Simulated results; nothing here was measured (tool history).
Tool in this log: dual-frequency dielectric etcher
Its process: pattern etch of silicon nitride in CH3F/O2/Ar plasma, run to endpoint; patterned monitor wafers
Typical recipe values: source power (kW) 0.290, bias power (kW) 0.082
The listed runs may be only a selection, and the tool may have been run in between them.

run	day	source power (kW)	bias power (kW)	wafers since the last listed run	hours since the last wet clean	hours since the last source power generator calibration	hours since the last bias power generator calibration	hours since the last upper electrode change	incoming incoming film thickness, nm	endpoint time (s)
1	0.000	0.290	0.082	0	406.0	2661.0	3077.6	2277.3	31.62	46.5
2	1.175	0.320	0.071	223	434.2	2689.2	3105.8	2305.5	31.32	46.4
3	2.621	0.320	0.071	274	468.9	2723.9	3140.5	2340.2	31.46	46.6
4	3.371	0.320	0.071	142	486.9	2741.9	3158.5	2358.2	31.74	47.0
# day 5.238: wet clean of the chamber
5	5.258	0.250	0.082	168	0.5	2787.2	3203.8	2403.5	31.15	50.3
6	5.767	0.290	0.082	96	12.7	2799.4	3216.0	2415.7	31.27	46.6
7	6.333	0.290	0.082	107	26.3	2813.0	3229.6	2429.3	31.03	45.9
8	7.438	0.290	0.082	209	52.8	2839.5	3256.1	2455.8	31.57	46.8
9	10.971	0.290	0.082	670	137.6	2924.3	3340.9	2540.6	31.43	46.3
10	11.533	0.310	0.082	106	151.1	2937.8	3354.4	2554.1	31.33	44.6
11	12.088	0.290	0.082	105	164.4	2951.1	3367.7	2567.4	31.48	46.5
12	13.000	0.290	0.082	173	186.3	2973.0	3389.6	2589.3	31.30	46.2
13	14.471	0.290	0.082	279	221.6	3008.3	3424.9	2624.6	31.52	46.2
14	15.538	0.290	0.082	202	247.2	3033.9	3450.5	2650.2	31.67	46.5
15	16.054	0.290	0.071	98	259.6	3046.3	3462.9	2662.6	31.51	49.3
16	16.996	0.220	0.088	178	282.2	3068.9	3485.5	2685.2	31.73	52.8
17	17.617	0.260	0.082	117	297.1	3083.8	3500.4	2700.1	31.14	48.7
18	18.454	0.260	0.099	158	317.2	3103.9	3520.5	2720.2	31.19	44.8
# day 19.396: bias power generator calibrated
19	19.417	0.290	0.101	151	340.3	3127.0	0.5	2743.3	31.39	41.5
20	19.846	0.290	0.066	81	350.6	3137.3	10.8	2753.6	31.31	50.4
# day 21.112: upper electrode replaced
21	23.221	0.290	0.082	450	431.6	3218.3	91.8	50.6	31.44	46.0
# day 23.975: source power generator calibrated
22	24.179	0.290	0.082	150	454.6	4.9	114.8	73.6	31.41	45.6
23	25.333	0.260	0.077	219	482.3	32.6	142.5	101.3	31.53	50.1
# day 27.271: wet clean of the chamber
24	27.292	0.290	0.075	181	0.5	79.6	189.5	148.3	31.15	49.2
25	27.733	0.290	0.067	83	11.1	90.2	200.1	158.9	31.47	51.6
26	28.300	0.340	0.095	107	24.7	103.8	213.7	172.5	31.44	40.0
27	28.858	0.250	0.088	105	38.1	117.2	227.1	185.9	31.26	49.3
28	29.421	0.260	0.071	106	51.6	130.7	240.6	199.4	31.38	53.4
29	30.358	0.290	0.082	177	74.1	153.2	263.1	221.9	31.68	47.6
30	31.042	0.230	0.072	129	90.5	169.6	279.5	238.3	31.71	57.0
31	32.038	0.290	0.082	188	114.4	193.5	303.4	262.2	31.41	47.0
32	32.912	0.330	0.069	166	135.4	214.5	324.4	283.2	31.53	47.5
33	34.229	0.320	0.069	249	167.0	246.1	356.0	314.8	31.61	48.3
34	35.700	0.230	0.082	279	202.3	281.4	391.3	350.1	31.21	52.9
35	36.354	0.290	0.073	124	218.0	297.1	407.0	365.8	31.59	49.4
36	37.242	0.320	0.070	168	239.3	318.4	428.3	387.1	31.26	47.1

Hidden state at the last listed run before each entry between runs and at the first one after, where it differs:
Runs 4 to 5: wet clean of the chamber (day 5.238)
  etch rate over this chamber's usual, %: 2 -> 0.452
  measured less the result without the state, endpoint time (s): -0.9 -> -0.2
Runs 18 to 19: bias power generator calibrated (day 19.396)
  etch rate over this chamber's usual, %: 2.14 -> 2.27
  measured less the result without the state, endpoint time (s): -0.9 -> -0.9
Runs 20 to 21: upper electrode replaced (day 21.112)
  etch rate over this chamber's usual, %: 2.32 -> 2.76
  measured less the result without the state, endpoint time (s): -1.1 -> -1.3
Runs 21 to 22: source power generator calibrated (day 23.975)
  etch rate over this chamber's usual, %: 2.76 -> 2.88
  measured less the result without the state, endpoint time (s): -1.3 -> -1.3
Runs 23 to 24: wet clean of the chamber (day 27.271)
  etch rate over this chamber's usual, %: 3.03 -> -0.189
  measured less the result without the state, endpoint time (s): -1.5 -> +0.1

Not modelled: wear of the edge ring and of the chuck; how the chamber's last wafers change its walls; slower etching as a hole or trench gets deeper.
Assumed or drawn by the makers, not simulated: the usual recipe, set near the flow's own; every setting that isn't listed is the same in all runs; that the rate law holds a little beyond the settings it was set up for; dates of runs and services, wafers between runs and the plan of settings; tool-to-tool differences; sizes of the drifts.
